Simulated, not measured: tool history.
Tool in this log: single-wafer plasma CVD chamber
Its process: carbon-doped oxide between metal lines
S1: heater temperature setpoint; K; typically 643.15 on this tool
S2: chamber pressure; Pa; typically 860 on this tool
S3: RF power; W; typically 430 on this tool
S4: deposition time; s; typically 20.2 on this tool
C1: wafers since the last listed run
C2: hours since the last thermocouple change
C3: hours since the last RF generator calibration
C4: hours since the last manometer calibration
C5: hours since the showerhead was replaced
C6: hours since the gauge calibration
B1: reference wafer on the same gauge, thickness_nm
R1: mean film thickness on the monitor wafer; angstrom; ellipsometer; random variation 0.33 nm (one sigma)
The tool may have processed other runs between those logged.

| run | day | S1 | S2 | S3 | S4 | C1 | C2 | C3 | C4 | C5 | C6 | B1 | R1 |
|---|---|---|---|---|---|---|---|---|---|---|---|---|---|
| 1 | 0.000 | 643.15 | 860 | 430 | 20.2 | 0 | 1106.5 | 1541.8 | 1242.7 | 3042.3 | 915.0 | 69.534 | 821.22 |
| 2 | 1.221 | 643.15 | 860 | 430 | 20.2 | 793 | 1135.8 | 1571.1 | 1272.0 | 3071.6 | 944.3 | 69.537 | 819.96 |
| 3 | 2.988 | 643.15 | 860 | 430 | 20.2 | 1147 | 1178.2 | 1613.5 | 1314.4 | 3114.0 | 986.7 | 69.514 | 818.38 |
|  | 4.512 | RF generator calibrated |
|  | 5.171 | thermocouple changed; heater temperature recalibrated |
|  | 5.304 | capacitance manometer re-zeroed and calibrated |
| 4 | 5.638 | 643.15 | 860 | 430 | 20.2 | 1203 | 11.2 | 27.0 | 8.0 | 3177.6 | 1050.3 | 69.437 | 850.60 |
| 5 | 8.429 | 643.15 | 860 | 430 | 20.2 | 1813 | 78.2 | 94.0 | 75.0 | 3244.6 | 1117.3 | 69.577 | 846.00 |
| 6 | 10.317 | 643.15 | 860 | 430 | 20.2 | 1226 | 123.5 | 139.3 | 120.3 | 3289.9 | 1162.6 | 69.499 | 844.45 |
| 7 | 12.996 | 643.15 | 860 | 430 | 20.2 | 1740 | 187.8 | 203.6 | 184.6 | 3354.2 | 1226.9 | 69.463 | 841.20 |
| 8 | 14.912 | 643.15 | 860 | 430 | 20.2 | 1245 | 233.8 | 249.6 | 230.6 | 3400.2 | 1272.9 | 69.458 | 836.79 |
| 9 | 15.958 | 643.15 | 1048 | 470 | 23.6 | 679 | 258.9 | 274.7 | 255.7 | 3425.3 | 1298.0 | 69.321 | 1071.85 |
| 10 | 18.629 | 643.15 | 860 | 375 | 23.5 | 1735 | 323.0 | 338.8 | 319.8 | 3489.4 | 1362.1 | 69.452 | 841.97 |
| 11 | 21.225 | 643.15 | 860 | 515 | 20.2 | 1686 | 385.3 | 401.1 | 382.1 | 3551.7 | 1424.4 | 69.564 | 971.33 |
| 12 | 29.829 | 656.15 | 751 | 510 | 20.2 | 5589 | 591.8 | 607.6 | 588.6 | 3758.2 | 1630.9 | 69.445 | 925.94 |
| 13 | 31.083 | 643.15 | 860 | 430 | 20.2 | 814 | 621.9 | 637.7 | 618.7 | 3788.3 | 1661.0 | 69.572 | 827.00 |
| 14 | 32.183 | 631.15 | 860 | 430 | 20.2 | 714 | 648.3 | 664.1 | 645.1 | 3814.7 | 1687.4 | 69.463 | 854.98 |
|  | 33.188 | gauge calibrated |
| 15 | 34.371 | 629.15 | 800 | 430 | 20.2 | 1421 | 700.8 | 716.6 | 697.6 | 3867.2 | 28.4 | 69.474 | 855.27 |
| 16 | 37.354 | 643.15 | 860 | 430 | 20.2 | 1938 | 772.4 | 788.2 | 769.2 | 3938.8 | 100.0 | 69.358 | 822.63 |
| 17 | 40.321 | 643.15 | 793 | 430 | 20.2 | 1927 | 843.6 | 859.4 | 840.4 | 4010.0 | 171.2 | 69.420 | 816.85 |
|  | 43.192 | showerhead replaced |
| 18 | 43.233 | 643.15 | 860 | 465 | 20.2 | 1675 | 913.5 | 929.3 | 910.3 | 1.0 | 241.1 | 69.308 | 887.67 |
| 19 | 44.583 | 643.15 | 860 | 430 | 20.2 | 877 | 945.9 | 961.7 | 942.7 | 33.4 | 273.5 | 69.584 | 816.72 |
|  | 45.746 | thermocouple changed; heater temperature recalibrated |
| 20 | 47.412 | 636.15 | 860 | 430 | 20.2 | 1621 | 40.0 | 1029.6 | 1010.6 | 101.3 | 341.4 | 69.487 | 830.66 |
| 21 | 49.079 | 657.15 | 760 | 370 | 23.2 | 1082 | 80.0 | 1069.6 | 1050.6 | 141.3 | 381.4 | 69.515 | 763.75 |
| 22 | 50.112 | 652.15 | 860 | 430 | 23.8 | 671 | 104.8 | 1094.4 | 1075.4 | 166.1 | 406.2 | 69.522 | 940.77 |
| 23 | 52.862 | 643.15 | 860 | 430 | 20.2 | 1786 | 170.8 | 1160.4 | 1141.4 | 232.1 | 472.2 | 69.570 | 815.90 |
| 24 | 55.746 | 643.15 | 992 | 475 | 23.2 | 1873 | 240.0 | 1229.6 | 1210.6 | 301.3 | 541.4 | 69.464 | 1036.70 |
| 25 | 57.583 | 643.15 | 860 | 430 | 20.2 | 1193 | 284.1 | 1273.7 | 1254.7 | 345.4 | 585.5 | 69.598 | 815.65 |
| 26 | 58.838 | 643.15 | 860 | 430 | 20.2 | 814 | 314.2 | 1303.8 | 1284.8 | 375.5 | 615.6 | 69.412 | 810.91 |
| 27 | 60.358 | 651.15 | 1011 | 430 | 16.8 | 988 | 350.7 | 1340.3 | 1321.3 | 412.0 | 652.1 | 69.481 | 672.22 |
| 28 | 63.508 | 629.15 | 949 | 465 | 18.6 | 2046 | 426.3 | 1415.9 | 1396.9 | 487.6 | 727.7 | 69.679 | 847.58 |

Hidden state, per run?
wafer temperature above the value expected at the setpoint (K): 0 on each run
true pressure above the setpoint (%): 0 on each run
gauge reads high (%): 0 on each run
H1: delivered RF power above the setpoint (%)
| run | H1 |
|---|---|
| 1 | -4.94 |
| 2 | -4.95 |
| 3 | -4.98 |
| 4 | -1.04 |
| 5 | -1.59 |
| 6 | -1.93 |
| 7 | -2.36 |
| 8 | -2.64 |
| 9 | -2.78 |
| 10 | -3.12 |
| 11 | -3.42 |
| 12 | -4.19 |
| 13 | -4.28 |
| 14 | -4.35 |
| 15 | -4.49 |
| 16 | -4.67 |
| 17 | -4.82 |
| 18 | -4.95 |
| 19 | -5 |
| 20 | -5.11 |
| 21 | -5.16 |
| 22 | -5.2 |
| 23 | -5.28 |
| 24 | -5.35 |
| 25 | -5.4 |
| 26 | -5.43 |
| 27 | -5.46 |
| 28 | -5.52 |
